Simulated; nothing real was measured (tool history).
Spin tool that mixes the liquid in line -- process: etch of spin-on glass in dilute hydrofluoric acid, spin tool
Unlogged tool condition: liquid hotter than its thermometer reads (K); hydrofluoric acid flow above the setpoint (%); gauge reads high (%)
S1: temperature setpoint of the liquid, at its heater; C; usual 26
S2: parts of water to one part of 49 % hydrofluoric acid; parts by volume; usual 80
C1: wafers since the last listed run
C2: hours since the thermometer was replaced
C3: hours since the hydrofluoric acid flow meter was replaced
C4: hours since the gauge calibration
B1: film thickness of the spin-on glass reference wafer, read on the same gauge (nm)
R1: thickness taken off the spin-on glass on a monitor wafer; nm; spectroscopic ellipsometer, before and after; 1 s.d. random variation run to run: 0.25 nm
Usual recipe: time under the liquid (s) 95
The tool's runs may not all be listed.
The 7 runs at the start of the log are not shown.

run 8 hour=337.2 | S1=26 S2=80 time_under_the_liquid_(s)=95 | C1=365 C2=97.9 C3=95.2 C4=1695.6 | B1=79.99 | R1=54.36
run 9 hour=379.7 | S1=26 S2=80 time_under_the_liquid_(s)=95 | C1=298 C2=140.4 C3=137.7 C4=1738.1 | B1=79.99 | R1=54.68
-- hour=393.7 gauge calibrated
run 10 hour=432.4 | S1=26 S2=80 time_under_the_liquid_(s)=95 | C1=370 C2=193.1 C3=190.4 C4=38.7 | B1=80 | R1=54.62
run 11 hour=464.1 | S1=26 S2=80 time_under_the_liquid_(s)=95 | C1=222 C2=224.8 C3=222.1 C4=70.4 | B1=79.99 | R1=55.56
run 12 hour=510.7 | S1=26 S2=80 time_under_the_liquid_(s)=95 | C1=327 C2=271.4 C3=268.7 C4=117 | B1=79.98 | R1=55.15
run 13 hour=578.9 | S1=26 S2=50 time_under_the_liquid_(s)=95 | C1=479 C2=339.6 C3=336.9 C4=185.2 | B1=79.98 | R1=92.27
run 14 hour=647.7 | S1=26 S2=80 time_under_the_liquid_(s)=95 | C1=483 C2=408.4 C3=405.7 C4=254 | B1=79.99 | R1=55.43
run 15 hour=700.6 | S1=27.5 S2=80 time_under_the_liquid_(s)=95 | C1=371 C2=461.3 C3=458.6 C4=306.9 | B1=80.01 | R1=59.35
run 16 hour=771.1 | S1=26 S2=60 time_under_the_liquid_(s)=110 | C1=495 C2=531.8 C3=529.1 C4=377.4 | B1=80.02 | R1=88.78
run 17 hour=802.5 | S1=26 S2=120 time_under_the_liquid_(s)=140 | C1=220 C2=563.2 C3=560.5 C4=408.8 | B1=80.01 | R1=52.48

Forecast run 18:
run 18 hour=857.7 | S1=26 S2=60 time_under_the_liquid_(s)=80 | C1=387 C2=618.4 C3=615.7 C4=464 | B1=? | R1=?

{"run 18": {"B1": 80, "R1": 64.68}}
Were there no unlogged condition in the tool, this run, its random variation unchanged, would have produced R1 61.39 nm.
